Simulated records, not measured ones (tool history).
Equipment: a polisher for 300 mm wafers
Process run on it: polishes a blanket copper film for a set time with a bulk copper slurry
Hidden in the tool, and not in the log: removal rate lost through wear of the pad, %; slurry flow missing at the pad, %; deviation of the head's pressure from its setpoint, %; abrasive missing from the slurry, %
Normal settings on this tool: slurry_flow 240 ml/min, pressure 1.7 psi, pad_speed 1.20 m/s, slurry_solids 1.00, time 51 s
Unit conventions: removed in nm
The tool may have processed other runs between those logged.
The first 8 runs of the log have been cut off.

run,hour,slurry_flow,pressure,pad_speed,slurry_solids,time,wafers since the last listed run,wafers polished on this pad,hours since the slurry nozzle was cleaned,hours since the head pressure was calibrated,hours since the slurry blender was calibrated,"incoming thickness of the incoming film, nm",removed
9,416.6,240,1.7,1.20,1.00,41,334,1468,242.3,65.9,488.7,2671.8,262.8
# hour 448.5: slurry blender recalibrated
10,467.0,240,1.7,1.20,1.00,51,344,1813,292.7,116.3,18.5,2733.5,353.3
11,617.3,320,1.7,1.48,1.00,34,1068,2881,443.0,266.6,168.8,2722.3,309.7
# hour 633.4: worn pad replaced by a new one
12,670.6,240,1.7,1.20,1.00,51,350,264,496.3,319.9,222.1,2668.1,370.8
13,727.1,240,1.7,1.20,1.00,51,401,666,552.8,376.4,278.6,2653.0,366.4
14,781.2,240,1.2,1.20,1.00,51,384,1051,606.9,430.5,332.7,2725.9,262.7
# hour 785.5: head pressure recalibrated
15,853.1,240,1.7,1.20,1.00,51,496,1547,678.8,67.6,404.6,2692.6,338.7
16,900.1,240,1.7,1.20,1.00,51,334,1882,725.8,114.6,451.6,2702.1,342.1
# hour 907.6: slurry nozzle cleaned
# hour 935.1: slurry blender recalibrated
17,937.1,170,1.7,1.20,1.00,51,241,2123,29.5,151.6,2.0,2731.9,358.1
18,993.2,315,1.3,1.20,1.10,62,398,2522,85.6,207.7,58.1,2686.4,367.5
19,1018.4,240,2.2,1.20,1.00,43,179,2701,110.8,232.9,83.3,2703.1,408.9
# hour 1057.9: worn pad replaced by a new one
20,1081.1,240,1.7,1.38,1.20,51,417,164,173.5,295.6,146.0,2757.1,446.3
# hour 1252.6: head pressure recalibrated
21,1267.4,240,1.5,0.82,1.00,51,1310,1474,359.8,14.8,332.3,2728.0,204.9
22,1301.3,240,1.7,1.20,1.00,51,240,1715,393.7,48.7,366.2,2683.5,345.1
23,1363.1,240,1.7,1.20,0.85,51,439,2155,455.5,110.5,428.0,2671.6,320.9
24,1390.0,265,1.7,1.20,1.00,51,191,2346,482.4,137.4,454.9,2687.8,344.5
# hour 1408.6: slurry blender recalibrated
25,1425.4,185,2.1,1.20,1.00,46,237,2583,517.8,172.8,16.8,2722.0,405.3
26,1479.9,240,2.2,1.20,1.00,43,387,2971,572.3,227.3,71.3,2699.8,405.2
# hour 1514.1: slurry nozzle cleaned
# hour 1528.5: worn pad replaced by a new one
27,1548.6,240,1.7,1.20,1.00,46,452,143,34.5,296.0,140.0,2647.2,348.8
28,1608.8,240,2.2,1.20,1.00,51,427,571,94.7,356.2,200.2,2708.8,493.1
29,1663.5,240,1.3,1.50,1.00,51,388,959,149.4,410.9,254.9,2734.4,363.3
30,1712.7,240,1.7,1.20,1.00,51,349,1309,198.6,460.1,304.1,2704.6,370.5
# hour 1727.3: head pressure recalibrated
31,1741.0,290,1.7,0.80,0.80,51,186,1496,226.9,13.7,332.4,2676.7,216.0

Predict each of these 3 candidate next runs independently; none follows another, all start after run 31:
A,1741.4,240,1.7,1.20,1.00,51,2,1499,227.3,14.1,332.8,2664.8,?
B,1741.4,310,1.7,1.20,1.00,51,2,1499,227.3,14.1,332.8,2664.8,?
C,1741.4,180,1.5,1.20,0.75,44,2,1499,227.3,14.1,332.8,2664.8,?

run,removed
A,336.5
B,342.4
C,232.0
Take away the tool's hidden state, keep each run's random variation, and the runs would have read:
run,removed
A,348.0
B,354.0
C,239.5
